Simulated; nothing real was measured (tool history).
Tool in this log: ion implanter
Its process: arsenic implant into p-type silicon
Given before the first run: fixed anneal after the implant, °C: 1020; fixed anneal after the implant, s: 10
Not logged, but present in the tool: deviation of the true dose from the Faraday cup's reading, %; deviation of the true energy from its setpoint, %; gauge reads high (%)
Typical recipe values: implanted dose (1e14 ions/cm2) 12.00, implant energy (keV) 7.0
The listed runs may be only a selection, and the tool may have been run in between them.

run,day,implanted dose (1e14 ions/cm2),implant energy (keV),wafers since the last listed run,hours since the last dose calibration,hours since the extraction supply was calibrated,hours since the gauge calibration,"read-back reference wafer on the same gauge, sheet resistance",sheet resistance of the implanted and annealed layer (ohm/square)
1,0.000,12.00,7.0,0,1635.3,2929.3,319.6,136.99,156.35
2,2.650,12.00,7.0,893,1698.9,2992.9,383.2,137.03,156.55
3,5.333,12.00,7.0,904,1763.3,3057.3,447.6,136.98,156.36
4,6.333,12.00,7.0,337,1787.3,3081.3,471.6,137.00,156.51
5,7.938,12.00,7.0,540,1825.8,3119.8,510.1,136.91,156.47
6,9.367,12.00,7.0,481,1860.1,3154.1,544.4,137.00,156.16
7,11.746,12.00,7.5,802,1917.2,3211.2,601.5,137.02,154.51
8,13.400,12.00,7.0,557,1956.9,3250.9,641.2,137.01,156.04
9,15.350,12.00,7.0,657,2003.7,3297.7,688.0,137.02,156.45
# day 17.179: Faraday cup replaced and dose calibrated
10,17.750,12.00,7.0,696,13.7,3355.3,745.6,137.07,159.26
# day 19.312: gauge calibrated
11,20.671,12.00,7.5,984,83.8,3425.4,32.6,137.04,156.91
# day 21.400: extraction supply calibrated
12,23.588,10.38,6.0,870,153.8,52.5,102.6,136.99,170.48
13,26.042,15.53,7.0,827,212.7,111.4,161.5,136.99,148.18
14,27.704,10.47,8.0,560,252.6,151.3,201.4,136.97,162.13
15,29.312,12.00,5.5,542,291.2,189.9,240.0,137.05,164.89
16,31.538,10.47,8.0,750,344.6,243.3,293.4,136.97,162.25
17,33.896,10.20,6.0,795,401.2,299.9,350.0,137.01,170.49
18,36.300,14.84,8.5,810,458.9,357.6,407.7,137.01,144.94

Below are 5 alternative next runs, each starting from the tool's condition after run 18. Predict each:
A,36.317,10.88,7.0,5,459.3,358.0,408.1,?,?
B,36.317,12.00,8.0,5,459.3,358.0,408.1,?,?
C,36.317,9.26,8.0,5,459.3,358.0,408.1,?,?
D,36.317,14.32,5.0,5,459.3,358.0,408.1,?,?
E,36.317,8.81,8.0,5,459.3,358.0,408.1,?,?

run,"read-back reference wafer on the same gauge, sheet resistance",sheet resistance of the implanted and annealed layer (ohm/square)
A,137.00,163.30
B,137.00,154.81
C,137.00,169.62
D,137.00,159.39
E,137.00,173.13
Without the tool's unlogged condition, the same runs would have read:
run,sheet resistance of the implanted and annealed layer (ohm/square)
A,163.02
B,154.56
C,169.27
D,159.18
E,172.75
